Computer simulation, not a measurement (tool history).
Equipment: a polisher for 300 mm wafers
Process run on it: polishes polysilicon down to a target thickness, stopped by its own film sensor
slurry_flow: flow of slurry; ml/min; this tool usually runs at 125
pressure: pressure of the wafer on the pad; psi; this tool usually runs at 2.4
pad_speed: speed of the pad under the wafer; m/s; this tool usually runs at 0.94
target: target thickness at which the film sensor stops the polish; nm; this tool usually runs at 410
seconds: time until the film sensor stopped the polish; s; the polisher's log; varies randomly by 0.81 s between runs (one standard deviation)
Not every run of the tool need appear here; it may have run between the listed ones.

run	day	slurry_flow	pressure	pad_speed	target	wafers since the last listed run	wafers polished on this pad	hours since the slurry nozzle was cleaned	hours since the head pressure was calibrated	incoming thickness of the incoming film, nm	seconds
1	0	125	2.4	0.94	410	0	1142	532.7	317	713.8	49.1
# day 1.038: worn pad replaced by a new one
2	1.058	125	2.4	0.94	410	290	6	558.1	342.4	725.8	51.3
3	2.029	125	2.4	0.94	410	316	323	581.4	365.7	719.2	48.8
4	2.754	125	2.4	0.94	410	236	559	598.8	383.1	720.1	48.9
5	4.117	125	2.4	0.94	410	444	1004	631.5	415.8	729.5	52.2
6	5.262	125	2.4	0.94	410	373	1378	659	443.3	716.6	48.5
# day 5.917: worn pad replaced by a new one, of another model than before
# day 9.004: slurry nozzle cleaned
7	9.525	90	2.4	1.06	410	1323	1163	12.5	545.6	725	43.7
8	10.392	90	2.4	1.06	410	282	1446	33.3	566.4	717.7	43.4
# day 10.642: worn pad replaced by a new one
9	11.408	145	1.7	0.78	369	277	250	57.7	590.8	710.9	61
# day 12.396: head pressure recalibrated
10	12.508	90	2.7	0.94	448	331	582	84.1	2.7	721.6	40
11	13.658	125	2.4	0.94	410	375	957	111.7	30.3	727.2	47.6
12	14.946	140	2.4	1.1	410	420	1377	142.6	61.2	714.6	39.2
# day 15.346: worn pad replaced by a new one
13	15.908	110	2.7	0.94	309	259	183	165.7	84.3	725.2	58.8
14	17.35	115	2.4	1.1	367	470	653	200.3	118.9	720.7	46.4
15	18.329	155	2.4	1.22	474	319	973	223.8	142.4	734	29.7
# day 19.525: worn pad replaced by a new one
16	19.546	110	2.4	1.16	410	342	7	253	171.6	730.6	42.4

Below are 3 alternative next runs, each starting from the tool's condition after run 16. Predict each:
A	19.562	125	2.4	0.62	410	5	12	253.4	172	708.6	?
B	19.562	165	2.1	0.82	316	5	12	253.4	172	708.6	?
C	19.562	155	2.8	0.64	446	5	12	253.4	172	708.6	?

run	seconds
A	59
B	64.8
C	45.5
Without the tool's hidden state the same runs would have given:
run	seconds
A	54.9
B	61.2
C	42.9
